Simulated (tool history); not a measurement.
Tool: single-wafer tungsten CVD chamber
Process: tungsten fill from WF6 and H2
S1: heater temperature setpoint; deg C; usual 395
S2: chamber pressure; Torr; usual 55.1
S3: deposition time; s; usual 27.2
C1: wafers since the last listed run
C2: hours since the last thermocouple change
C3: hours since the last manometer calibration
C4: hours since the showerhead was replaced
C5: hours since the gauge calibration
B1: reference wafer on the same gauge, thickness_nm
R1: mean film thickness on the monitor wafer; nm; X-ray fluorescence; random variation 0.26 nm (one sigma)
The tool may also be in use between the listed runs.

| run | hour | S1 | S2 | S3 | C1 | C2 | C3 | C4 | C5 | B1 | R1 |
|---|---|---|---|---|---|---|---|---|---|---|---|
| 1 | 0.0 | 395 | 58.6 | 27.2 | 0 | 762.0 | 803.9 | 4078.6 | 229.3 | 103.742 | 93.870 |
| 2 | 67.9 | 395 | 58.6 | 27.2 | 980 | 829.9 | 871.8 | 4146.5 | 297.2 | 103.783 | 93.956 |
| 3 | 135.8 | 395 | 58.6 | 27.2 | 980 | 897.8 | 939.7 | 4214.4 | 365.1 | 103.736 | 93.075 |
| 4 | 206.5 | 395 | 55.1 | 27.2 | 1021 | 968.5 | 1010.4 | 4285.1 | 435.8 | 103.925 | 91.480 |
| 5 | 251.8 | 395 | 55.1 | 27.2 | 654 | 1013.8 | 1055.7 | 4330.4 | 481.1 | 103.894 | 91.806 |
| 6 | 294.2 | 395 | 55.1 | 27.2 | 612 | 1056.2 | 1098.1 | 4372.8 | 523.5 | 103.761 | 91.688 |
| 7 | 337.8 | 395 | 55.1 | 27.2 | 629 | 1099.8 | 1141.7 | 4416.4 | 567.1 | 103.826 | 91.489 |
|  | 358.6 | capacitance manometer re-zeroed and calibrated |
|  | 372.3 | gauge calibrated |
|  | 402.5 | showerhead replaced |
| 8 | 430.1 | 390 | 51.3 | 22.5 | 1102 | 1192.1 | 71.5 | 27.6 | 57.8 | 103.654 | 66.271 |
|  | 449.3 | thermocouple changed; heater temperature recalibrated |
| 9 | 463.2 | 395 | 58.6 | 27.2 | 362 | 13.9 | 104.6 | 60.7 | 90.9 | 103.750 | 88.893 |
| 10 | 531.6 | 395 | 60.3 | 30.7 | 988 | 82.3 | 173.0 | 129.1 | 159.3 | 103.765 | 100.648 |
|  | 588.6 | thermocouple changed; heater temperature recalibrated, repeated, since the last time left the tool worse |
| 11 | 589.1 | 395 | 64.1 | 27.2 | 715 | 0.5 | 230.5 | 186.6 | 216.8 | 103.734 | 101.635 |

The next listed run, before its measurement:
| 12 | 636.9 | 380 | 61.9 | 24.1 | 690 | 48.3 | 278.3 | 234.4 | 264.6 | ? | ? |

B1: 103.806
R1: 63.333 nm
Without the tool's hidden state the same run would have given R1 63.144 nm.

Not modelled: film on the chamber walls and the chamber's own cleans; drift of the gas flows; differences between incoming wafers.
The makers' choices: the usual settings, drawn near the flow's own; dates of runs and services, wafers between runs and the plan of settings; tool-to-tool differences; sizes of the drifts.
